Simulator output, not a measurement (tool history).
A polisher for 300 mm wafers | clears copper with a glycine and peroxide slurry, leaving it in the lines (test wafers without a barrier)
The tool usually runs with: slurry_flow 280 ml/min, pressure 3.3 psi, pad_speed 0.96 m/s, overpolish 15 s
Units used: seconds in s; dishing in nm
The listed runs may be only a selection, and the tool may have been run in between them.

run	hour	slurry_flow	pressure	pad_speed	overpolish	wafers since the last listed run	wafers polished on this pad	hours since the slurry nozzle was cleaned	hours since the head pressure was calibrated	incoming thickness of the incoming film, nm	seconds	dishing
1	0.0	305	3.3	0.96	15	0	1197	259.0	241.1	619.7	100.2	55.1
2	34.8	305	3.3	0.96	15	346	1543	293.8	275.9	619.2	99.5	54.2
3	85.0	305	3.3	0.96	15	499	2042	344.0	326.1	624.3	100.0	53.7
# hour 111.4: worn pad replaced by a new one
4	129.6	280	3.3	0.96	15	403	181	388.6	370.7	616.9	94.3	57.2
5	164.1	280	3.3	0.96	15	343	524	423.1	405.2	631.2	98.9	55.5
6	214.8	280	3.3	0.96	15	504	1028	473.8	455.9	607.5	97.0	55.1
7	280.2	280	3.3	0.96	15	650	1678	539.2	521.3	624.3	99.0	53.6
# hour 347.9: worn pad replaced by a new one
8	348.4	280	3.3	0.96	15	638	4	607.4	589.5	618.5	103.7	52.1
# hour 411.5: slurry nozzle cleaned
9	450.0	240	3.3	0.80	15	1000	1005	38.5	691.1	619.7	127.2	45.7
# hour 496.7: worn pad replaced by a new one, repeated, since the last time left the tool worse
10	521.5	280	3.3	0.96	17	671	246	110.0	762.6	630.7	98.2	62.8
11	576.7	280	3.3	0.96	15	548	795	165.2	817.8	624.5	97.6	55.2
# hour 619.5: head pressure recalibrated
12	632.7	305	3.3	0.96	15	536	1332	221.2	13.2	623.2	97.6	56.1
13	665.1	280	3.3	1.10	21	322	1654	253.6	45.6	625.2	87.8	70.3
# hour 717.4: worn pad replaced by a new one
14	734.7	365	3.3	0.96	15	652	171	323.2	115.2	608.8	90.9	58.0
15	792.4	280	3.3	0.96	15	573	745	380.9	172.9	616.1	97.1	55.6
16	858.5	280	4.4	0.96	8	657	1402	447.0	239.0	621.6	76.8	41.1
# hour 907.3: worn pad replaced by a new one
# hour 937.2: slurry nozzle cleaned
17	999.6	280	2.6	0.96	15	1353	908	62.4	380.1	615.9	118.8	47.4
18	1028.1	280	3.3	0.64	7	283	1191	90.9	408.6	624.9	140.1	22.5
19	1082.5	350	4.0	0.72	15	540	1732	145.3	463.0	613.1	104.4	53.5

Predict each of these 3 candidate next runs independently; none follows another, all start after run 19:
A	1083.0	280	3.3	0.96	15	4	1737	145.8	463.5	618.0	?	?
B	1083.0	330	3.3	1.14	7	4	1737	145.8	463.5	618.0	?	?
C	1083.0	335	2.8	1.12	7	4	1737	145.8	463.5	618.0	?	?

run	seconds	dishing
A	98.5	55.3
B	84.1	34.6
C	98.1	30.3
The same runs, with their run-to-run variation unchanged, on a tool lacking any hidden condition would have given:
run	seconds	dishing
A	92.1	57.9
B	78.5	36.6
C	91.6	32.0
